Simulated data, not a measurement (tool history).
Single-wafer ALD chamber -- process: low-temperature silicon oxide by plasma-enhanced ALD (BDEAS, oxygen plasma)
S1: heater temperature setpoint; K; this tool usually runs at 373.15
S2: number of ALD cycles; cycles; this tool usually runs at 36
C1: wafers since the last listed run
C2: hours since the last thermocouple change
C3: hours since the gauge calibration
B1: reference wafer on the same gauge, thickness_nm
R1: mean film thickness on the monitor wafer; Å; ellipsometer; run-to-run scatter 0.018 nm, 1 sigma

run	hour	S1	S2	C1	C2	C3	B1	R1
1	0	379.15	36	0	423.5	475.2	4.2	48.18
2	51.5	379.15	36	412	475	526.7	4.199	48.11
3	139.1	373.15	41	701	562.6	614.3	4.201	55.24
4	212.1	373.15	41	584	635.6	687.3	4.202	55.2
5	322.2	373.15	36	881	745.7	797.4	4.201	48.91
6	401.8	373.15	36	637	825.3	877	4.192	48.73
7	446.9	373.15	36	360	870.4	922.1	4.196	48.87
8	531	373.15	36	673	954.5	1006.2	4.2	48.34
9	623	373.15	36	736	1046.5	1098.2	4.202	48.87
10	719.6	373.15	36	773	1143.1	1194.8	4.195	48.95
11	789.5	387.15	32	559	1213	1264.7	4.198	41.95
# hour 845.7: gauge calibrated
12	850	362.15	42	484	1273.5	4.3	4.202	59.28
# hour 900.3: thermocouple changed; heater temperature recalibrated
13	938.8	377.15	39	646	38.5	93.1	4.199	52.44
14	1000	381.15	34	489	99.7	154.3	4.203	45.47
15	1088.9	373.15	36	711	188.6	243.2	4.203	48.79
16	1133.4	364.15	36	356	233.1	287.7	4.199	50.54
17	1235.6	362.15	36	818	335.3	389.9	4.196	50.59
18	1345	363.15	41	875	444.7	499.3	4.197	57.71
19	1450.7	384.15	36	846	550.4	605	4.203	47.75

Predict each of these 5 candidate next runs independently; none follows another, all start after run 19:
A	1451.2	373.15	30	4	550.9	605.5	?	?
B	1451.2	360.15	38	4	550.9	605.5	?	?
C	1451.2	359.15	36	4	550.9	605.5	?	?
D	1451.2	358.15	36	4	550.9	605.5	?	?
E	1451.2	384.15	41	4	550.9	605.5	?	?

run	B1	R1
A	4.2	40.57
B	4.2	53.76
C	4.2	51.11
D	4.2	51.28
E	4.2	54.35
What these runs would have given with no unlogged condition in the tool:
run	R1
A	40.57
B	53.76
C	51.11
D	51.28
E	54.35
